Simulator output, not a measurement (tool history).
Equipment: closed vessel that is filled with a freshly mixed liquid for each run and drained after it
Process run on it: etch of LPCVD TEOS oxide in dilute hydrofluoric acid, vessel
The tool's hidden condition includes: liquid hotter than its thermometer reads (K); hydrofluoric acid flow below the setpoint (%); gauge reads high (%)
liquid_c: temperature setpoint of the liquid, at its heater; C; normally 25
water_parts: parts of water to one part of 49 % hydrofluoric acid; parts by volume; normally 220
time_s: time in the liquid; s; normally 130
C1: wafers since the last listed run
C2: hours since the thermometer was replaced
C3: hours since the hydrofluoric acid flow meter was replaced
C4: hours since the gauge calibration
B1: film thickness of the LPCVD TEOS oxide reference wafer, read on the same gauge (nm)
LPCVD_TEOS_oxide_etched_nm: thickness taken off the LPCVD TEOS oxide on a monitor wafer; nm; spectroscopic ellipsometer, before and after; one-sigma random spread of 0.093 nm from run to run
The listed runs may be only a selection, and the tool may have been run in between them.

{"run": 1, "hour": 0.0, "liquid_c": 25, "water_parts": 220, "time_s": 130, "C1": 0, "C2": 649, "C3": 1570.2, "C4": 257.8, "B1": 100, "LPCVD_TEOS_oxide_etched_nm": 19.01}
{"run": 2, "hour": 12.8, "liquid_c": 25, "water_parts": 220, "time_s": 130, "C1": 764, "C2": 661.8, "C3": 1583, "C4": 270.6, "B1": 99.97, "LPCVD_TEOS_oxide_etched_nm": 19.13}
{"run": 3, "hour": 38.7, "liquid_c": 25, "water_parts": 170, "time_s": 130, "C1": 1547, "C2": 687.7, "C3": 1608.9, "C4": 296.5, "B1": 99.99, "LPCVD_TEOS_oxide_etched_nm": 26}
{"hour": 48.6, "done": "gauge calibrated"}
{"run": 4, "hour": 64.6, "liquid_c": 25, "water_parts": 170, "time_s": 130, "C1": 1547, "C2": 713.6, "C3": 1634.8, "C4": 16, "B1": 100.01, "LPCVD_TEOS_oxide_etched_nm": 26.33}
{"run": 5, "hour": 96.3, "liquid_c": 25, "water_parts": 220, "time_s": 70, "C1": 1893, "C2": 745.3, "C3": 1666.5, "C4": 47.7, "B1": 100.02, "LPCVD_TEOS_oxide_etched_nm": 10.39}
{"run": 6, "hour": 149.5, "liquid_c": 25, "water_parts": 220, "time_s": 70, "C1": 3178, "C2": 798.5, "C3": 1719.7, "C4": 100.9, "B1": 100.03, "LPCVD_TEOS_oxide_etched_nm": 10.35}
{"run": 7, "hour": 182.1, "liquid_c": 25, "water_parts": 220, "time_s": 70, "C1": 1947, "C2": 831.1, "C3": 1752.3, "C4": 133.5, "B1": 100, "LPCVD_TEOS_oxide_etched_nm": 10.35}
{"run": 8, "hour": 212.8, "liquid_c": 25, "water_parts": 220, "time_s": 130, "C1": 1834, "C2": 861.8, "C3": 1783, "C4": 164.2, "B1": 100.03, "LPCVD_TEOS_oxide_etched_nm": 19.13}
{"run": 9, "hour": 243.6, "liquid_c": 25, "water_parts": 220, "time_s": 130, "C1": 1840, "C2": 892.6, "C3": 1813.8, "C4": 195, "B1": 99.98, "LPCVD_TEOS_oxide_etched_nm": 19.15}
{"run": 10, "hour": 279.2, "liquid_c": 25, "water_parts": 220, "time_s": 130, "C1": 2126, "C2": 928.2, "C3": 1849.4, "C4": 230.6, "B1": 100, "LPCVD_TEOS_oxide_etched_nm": 19.26}
{"hour": 307.4, "done": "hydrofluoric acid flow meter replaced"}
{"run": 11, "hour": 309.8, "liquid_c": 25, "water_parts": 220, "time_s": 130, "C1": 1768, "C2": 958.8, "C3": 2.4, "C4": 261.2, "B1": 100, "LPCVD_TEOS_oxide_etched_nm": 19.34}
{"hour": 311.6, "done": "thermometer replaced"}
{"hour": 313.9, "done": "gauge calibrated"}
{"run": 12, "hour": 340.4, "liquid_c": 20, "water_parts": 325, "time_s": 75, "C1": 1768, "C2": 28.8, "C3": 33, "C4": 26.5, "B1": 100.03, "LPCVD_TEOS_oxide_etched_nm": 5.47}
{"run": 13, "hour": 374.1, "liquid_c": 20.5, "water_parts": 220, "time_s": 200, "C1": 2013, "C2": 62.5, "C3": 66.7, "C4": 60.2, "B1": 100, "LPCVD_TEOS_oxide_etched_nm": 24.2}
{"run": 14, "hour": 407.3, "liquid_c": 25, "water_parts": 220, "time_s": 130, "C1": 1983, "C2": 95.7, "C3": 99.9, "C4": 93.4, "B1": 100, "LPCVD_TEOS_oxide_etched_nm": 18.7}
{"run": 15, "hour": 421.5, "liquid_c": 23, "water_parts": 220, "time_s": 95, "C1": 848, "C2": 109.9, "C3": 114.1, "C4": 107.6, "B1": 99.98, "LPCVD_TEOS_oxide_etched_nm": 12.71}
{"run": 16, "hour": 451.3, "liquid_c": 25, "water_parts": 145, "time_s": 130, "C1": 1780, "C2": 139.7, "C3": 143.9, "C4": 137.4, "B1": 100, "LPCVD_TEOS_oxide_etched_nm": 30.56}
{"run": 17, "hour": 467.5, "liquid_c": 25, "water_parts": 220, "time_s": 75, "C1": 967, "C2": 155.9, "C3": 160.1, "C4": 153.6, "B1": 99.98, "LPCVD_TEOS_oxide_etched_nm": 10.7}
{"run": 18, "hour": 480.7, "liquid_c": 28.5, "water_parts": 135, "time_s": 205, "C1": 788, "C2": 169.1, "C3": 173.3, "C4": 166.8, "B1": 100, "LPCVD_TEOS_oxide_etched_nm": 60.41}
{"run": 19, "hour": 511.1, "liquid_c": 28.5, "water_parts": 220, "time_s": 130, "C1": 1816, "C2": 199.5, "C3": 203.7, "C4": 197.2, "B1": 100.03, "LPCVD_TEOS_oxide_etched_nm": 21.23}
{"run": 20, "hour": 528.3, "liquid_c": 22, "water_parts": 220, "time_s": 130, "C1": 1027, "C2": 216.7, "C3": 220.9, "C4": 214.4, "B1": 100.01, "LPCVD_TEOS_oxide_etched_nm": 16.67}
{"run": 21, "hour": 563.8, "liquid_c": 25, "water_parts": 220, "time_s": 70, "C1": 2120, "C2": 252.2, "C3": 256.4, "C4": 249.9, "B1": 100.01, "LPCVD_TEOS_oxide_etched_nm": 10.09}
{"run": 22, "hour": 577.1, "liquid_c": 25, "water_parts": 220, "time_s": 130, "C1": 794, "C2": 265.5, "C3": 269.7, "C4": 263.2, "B1": 99.98, "LPCVD_TEOS_oxide_etched_nm": 18.86}
{"hour": 578.4, "done": "gauge calibrated"}
{"run": 23, "hour": 605.8, "liquid_c": 25, "water_parts": 265, "time_s": 100, "C1": 1714, "C2": 294.2, "C3": 298.4, "C4": 27.4, "B1": 100.01, "LPCVD_TEOS_oxide_etched_nm": 11.43}

How the hidden state differs across the entries between the runs, from the last listed run before each to the first after it:
Logged between run 3 and run 4: gauge calibrated (hour 48.6)
  liquid hotter than its thermometer reads (K): 0.783 -> 0.811
  what was measured, less what the result would be without the hidden state, LPCVD_TEOS_oxide_etched_nm: +0.74 -> +0.78 nm
Logged between run 10 and run 11: hydrofluoric acid flow meter replaced (hour 307.4)
  liquid hotter than its thermometer reads (K): 1.05 -> 1.08
  what was measured, less what the result would be without the hidden state, LPCVD_TEOS_oxide_etched_nm: +0.71 -> +0.73 nm
Logged between run 11 and run 12: thermometer replaced (hour 311.6); gauge calibrated (hour 313.9)
  liquid hotter than its thermometer reads (K): 1.08 -> 0.0743
  what was measured, less what the result would be without the hidden state, LPCVD_TEOS_oxide_etched_nm: +0.73 -> +0.01 nm
Logged between run 22 and run 23: gauge calibrated (hour 578.4)
  liquid hotter than its thermometer reads (K): 0.334 -> 0.365
  what was measured, less what the result would be without the hidden state, LPCVD_TEOS_oxide_etched_nm: +0.22 -> +0.14 nm
